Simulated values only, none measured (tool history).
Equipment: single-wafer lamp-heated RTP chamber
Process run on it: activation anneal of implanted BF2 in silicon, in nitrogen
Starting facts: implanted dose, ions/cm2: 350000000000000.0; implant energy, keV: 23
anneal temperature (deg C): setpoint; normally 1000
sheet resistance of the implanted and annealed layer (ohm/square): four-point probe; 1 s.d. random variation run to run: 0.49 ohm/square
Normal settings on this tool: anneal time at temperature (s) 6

| run | hour | anneal temperature (deg C) | anneal time at temperature (s) | read-back reference wafer on the same gauge, sheet resistance | sheet resistance of the implanted and annealed layer (ohm/square) |
|---|---|---|---|---|---|
| 1 | 0 | 1000 | 4 | 388.94 | 327.53 |
| 2 | 12.1 | 1000 | 4 | 388.9 | 327.42 |
| 3 | 58.5 | 1000 | 6 | 388.92 | 324.71 |
| 4 | 74.1 | 1000 | 6 | 388.97 | 325.35 |
| 5 | 112.5 | 1000 | 6 | 389.12 | 324.8 |
|  | 123.4 | pyrometer window cleaned and pyrometer calibrated |
| 6 | 126.2 | 1000 | 6 | 389.01 | 326.29 |
|  | 150.5 | reflector plate cleaned |
| 7 | 155 | 1000 | 8 | 389.04 | 325.44 |
| 8 | 168.4 | 1000 | 8 | 389.02 | 324.93 |
| 9 | 211.4 | 1000 | 8 | 388.86 | 324.15 |
|  | 223.1 | gauge calibrated |
|  | 236.1 | pyrometer window cleaned and pyrometer calibrated |
| 10 | 244.1 | 1000 | 6 | 388.96 | 325.66 |
| 11 | 259.4 | 1000 | 6 | 388.94 | 325.76 |
| 12 | 273.1 | 1000 | 6 | 388.94 | 325.85 |
| 13 | 318.9 | 1000 | 7 | 388.98 | 324.89 |
| 14 | 329.7 | 1000 | 7 | 389.06 | 324.55 |
| 15 | 346.8 | 1000 | 7 | 389.1 | 324.77 |
| 16 | 356.1 | 1000 | 6 | 389.1 | 324.91 |
|  | 376.5 | reflector plate cleaned |
|  | 377 | pyrometer window cleaned and pyrometer calibrated |
| 17 | 377.5 | 1000 | 6 | 389.03 | 326.45 |
| 18 | 381.8 | 1000 | 6 | 389.02 | 325.72 |
| 19 | 390.3 | 972 | 8 | 388.96 | 338.53 |
| 20 | 397.1 | 977 | 5 | 389 | 335.61 |
| 21 | 414.6 | 1012 | 3 | 389.04 | 325.27 |
| 22 | 429.2 | 1021 | 4 | 389.1 | 325.24 |
| 23 | 444.7 | 1021 | 4 | 388.99 | 324.65 |
| 24 | 451.1 | 985 | 7 | 388.91 | 328.21 |
| 25 | 462.3 | 977 | 8 | 388.88 | 330.9 |
| 26 | 478.8 | 981 | 4 | 388.97 | 330.04 |
| 27 | 491.1 | 982 | 8 | 388.93 | 327.55 |
|  | 510.4 | pyrometer window cleaned and pyrometer calibrated |
| 28 | 510.9 | 1000 | 9 | 388.98 | 325.04 |
| 29 | 523.2 | 1022 | 3 | 389 | 326.34 |
| 30 | 537.9 | 1018 | 7 | 388.96 | 324.26 |
| 31 | 555.6 | 1000 | 6 | 389.13 | 325.97 |
|  | 580.9 | reflector plate cleaned |
| 32 | 581.4 | 1021 | 4 | 389.11 | 325 |
| 33 | 588.8 | 1008 | 8 | 389.08 | 322.97 |
| 34 | 600.6 | 980 | 4 | 389.09 | 331.25 |
| 35 | 614.5 | 1000 | 6 | 389.02 | 325.35 |
|  | 636.7 | pyrometer window cleaned and pyrometer calibrated |
| 36 | 637.2 | 1016 | 9 | 388.97 | 322.84 |
| 37 | 637.5 | 1022 | 6 | 389.03 | 324.2 |

For each run, the measured value with the value that run would have given without the tool's hidden condition subtracted. The run-to-run variation is shared by both, the gauge scatter possibly not:
Hidden state at play: true wafer temperature minus pyrometer reading, K; wafer temperature error from the tarnished reflector plate, K; gauge reads high (%).
| run | sheet resistance of the implanted and annealed layer (ohm/square) |
|---|---|
| 1 | -0.64 |
| 2 | -0.85 |
| 3 | -1.35 |
| 4 | -1.5 |
| 5 | -1.8 |
| 6 | -0.34 |
| 7 | -0.74 |
| 8 | -0.91 |
| 9 | -1.35 |
| 10 | -0.41 |
| 11 | -0.66 |
| 12 | -0.87 |
| 13 | -1.35 |
| 14 | -1.44 |
| 15 | -1.58 |
| 16 | -1.72 |
| 17 | -0.31 |
| 18 | -0.38 |
| 19 | -2.57 |
| 20 | -2.58 |
| 21 | -0.38 |
| 22 | -0.25 |
| 23 | -0.31 |
| 24 | -3.63 |
| 25 | -6.07 |
| 26 | -5.94 |
| 27 | -5.54 |
| 28 | -0.43 |
| 29 | -0.14 |
| 30 | -0.25 |
| 31 | -1.13 |
| 32 | -0.35 |
| 33 | -0.7 |
| 34 | -6.21 |
| 35 | -1.7 |
| 36 | -0.03 |
| 37 | -0.03 |

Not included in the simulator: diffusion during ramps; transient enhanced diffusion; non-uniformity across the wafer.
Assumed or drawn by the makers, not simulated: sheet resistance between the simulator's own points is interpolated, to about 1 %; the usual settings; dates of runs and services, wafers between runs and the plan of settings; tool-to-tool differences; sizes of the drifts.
